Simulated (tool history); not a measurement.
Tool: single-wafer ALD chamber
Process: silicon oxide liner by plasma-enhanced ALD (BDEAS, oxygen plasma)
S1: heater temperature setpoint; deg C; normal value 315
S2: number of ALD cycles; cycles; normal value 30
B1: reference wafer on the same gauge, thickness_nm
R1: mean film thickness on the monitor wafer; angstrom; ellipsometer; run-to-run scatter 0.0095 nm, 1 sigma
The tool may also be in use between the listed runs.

{"run": 1, "hour": 0.0, "S1": 315, "S2": 28, "B1": 2.39, "R1": 25.12}
{"run": 2, "hour": 9.6, "S1": 315, "S2": 30, "B1": 2.389, "R1": 26.88}
{"run": 3, "hour": 20.9, "S1": 315, "S2": 30, "B1": 2.391, "R1": 27.03}
{"run": 4, "hour": 33.7, "S1": 315, "S2": 30, "B1": 2.39, "R1": 27.02}
{"run": 5, "hour": 49.3, "S1": 324, "S2": 30, "B1": 2.39, "R1": 26.65}
{"run": 6, "hour": 57.1, "S1": 315, "S2": 30, "B1": 2.389, "R1": 26.81}
{"run": 7, "hour": 68.9, "S1": 315, "S2": 30, "B1": 2.392, "R1": 27.04}
{"run": 8, "hour": 116.6, "S1": 315, "S2": 30, "B1": 2.39, "R1": 26.76}
{"run": 9, "hour": 132.2, "S1": 315, "S2": 30, "B1": 2.39, "R1": 26.88}
{"run": 10, "hour": 139.3, "S1": 315, "S2": 30, "B1": 2.39, "R1": 26.88}
{"hour": 140.7, "done": "gauge calibrated"}
{"run": 11, "hour": 147.3, "S1": 319, "S2": 25, "B1": 2.39, "R1": 22.36}
{"run": 12, "hour": 153.3, "S1": 319, "S2": 25, "B1": 2.389, "R1": 22.36}
{"hour": 173.4, "done": "thermocouple changed; heater temperature recalibrated"}
{"run": 13, "hour": 173.9, "S1": 315, "S2": 30, "B1": 2.39, "R1": 26.86}
{"run": 14, "hour": 186.7, "S1": 315, "S2": 30, "B1": 2.389, "R1": 26.96}
{"run": 15, "hour": 194.3, "S1": 301, "S2": 34, "B1": 2.39, "R1": 31.16}
{"run": 16, "hour": 207.8, "S1": 315, "S2": 30, "B1": 2.391, "R1": 26.9}
{"run": 17, "hour": 218.2, "S1": 321, "S2": 32, "B1": 2.39, "R1": 28.45}
{"run": 18, "hour": 225.9, "S1": 315, "S2": 30, "B1": 2.391, "R1": 26.98}
{"run": 19, "hour": 236.6, "S1": 315, "S2": 34, "B1": 2.391, "R1": 30.38}
{"run": 20, "hour": 283.6, "S1": 329, "S2": 30, "B1": 2.392, "R1": 26.23}
{"run": 21, "hour": 296.4, "S1": 315, "S2": 30, "B1": 2.39, "R1": 26.85}
{"run": 22, "hour": 302.8, "S1": 327, "S2": 28, "B1": 2.39, "R1": 24.55}
{"run": 23, "hour": 311.4, "S1": 315, "S2": 30, "B1": 2.39, "R1": 26.76}
{"run": 24, "hour": 320.1, "S1": 302, "S2": 27, "B1": 2.39, "R1": 24.62}
{"run": 25, "hour": 334.9, "S1": 315, "S2": 26, "B1": 2.388, "R1": 23.46}
{"run": 26, "hour": 346.2, "S1": 303, "S2": 25, "B1": 2.39, "R1": 22.92}
{"run": 27, "hour": 361.7, "S1": 326, "S2": 30, "B1": 2.39, "R1": 26.41}
{"run": 28, "hour": 376.8, "S1": 328, "S2": 28, "B1": 2.391, "R1": 24.49}
{"run": 29, "hour": 392.0, "S1": 315, "S2": 33, "B1": 2.391, "R1": 29.67}

For each run, what was the tool's unlogged condition?
wafer temperature above the value expected at the setpoint (K): 0 on each run
gauge reads high (%): 0 on each run
